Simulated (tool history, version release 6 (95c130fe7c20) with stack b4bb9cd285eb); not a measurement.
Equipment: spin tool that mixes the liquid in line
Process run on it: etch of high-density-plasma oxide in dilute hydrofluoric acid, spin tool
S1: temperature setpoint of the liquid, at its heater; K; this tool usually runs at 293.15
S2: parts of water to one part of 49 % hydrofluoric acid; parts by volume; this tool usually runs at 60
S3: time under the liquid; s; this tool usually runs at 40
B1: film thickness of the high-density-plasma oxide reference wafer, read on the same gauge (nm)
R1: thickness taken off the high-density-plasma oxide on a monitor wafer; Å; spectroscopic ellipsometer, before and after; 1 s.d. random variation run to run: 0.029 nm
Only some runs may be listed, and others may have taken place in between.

run    hour      S1  S2  S3      B1      R1
  1     0.0  293.15  45  40  49.987   53.56
  2    71.1  294.15  60  40  49.988   41.39
  3   132.3  294.15  60  40  50.002   40.98
  4   158.1  294.15  60  40  49.998   41.54
  5   227.4  293.15  60  40  49.997   40.17
  6   263.8  293.15  60  40  50.000   39.97
  7   294.7  293.15  60  40  50.011   39.43
  8   337.8  294.65  60  40  50.003   42.61
  9   389.8  293.15  60  40  49.986   39.90
 10   467.9  293.15  60  40  49.992   39.94
 11   493.9  293.15  60  40  50.002   40.12
 12   556.6  293.15  60  40  49.992   39.29
 13   583.5  293.15  60  40  50.003   39.84
      619.9  -- hydrofluoric acid flow meter replaced
 14   624.8  293.15  60  40  50.007   39.79
 15   652.2  293.15  60  40  49.998   39.60
 16   699.3  295.15  60  25  49.995   26.84
 17   759.4  293.15  60  40  49.984   39.66
 18   787.0  293.15  75  55  50.001   42.70
      850.7  -- thermometer replaced
 19   858.5  290.15  80  20  49.994   12.91
 20   932.6  297.65  90  40  50.010   30.63
 21   968.3  290.15  35  30  50.013   45.92
      995.6  -- gauge calibrated
 22  1020.1  290.15  35  30  49.990   46.06
 23  1053.7  290.15  75  35  49.983   24.13
 24  1196.9  290.15  40  65  49.998   86.87
 25  1254.6  293.15  60  40  50.000   39.94
 26  1284.8  293.15  75  30  49.991   23.72
 27  1310.9  297.65  70  55  49.972   55.72
 28  1350.5  290.15  60  40  49.998   34.63
 29  1381.2  294.65  35  55  50.002  103.12

Branching from run 29: 4 alternative next runs. What would each branch give?
  A  1381.6  293.15  60  40   ?   ?
  B  1381.6  297.65  40  65   ?   ?
  C  1381.6  290.15  40  30   ?   ?
  D  1381.6  293.15  60  25   ?   ?

run      B1      R1
  A  50.007   39.40
  B  50.007  118.85
  C  50.007   39.87
  D  50.007   24.62
What these runs would have given with no unlogged condition in the tool:
run      R1
  A   39.40
  B  118.85
  C   39.87
  D   24.62
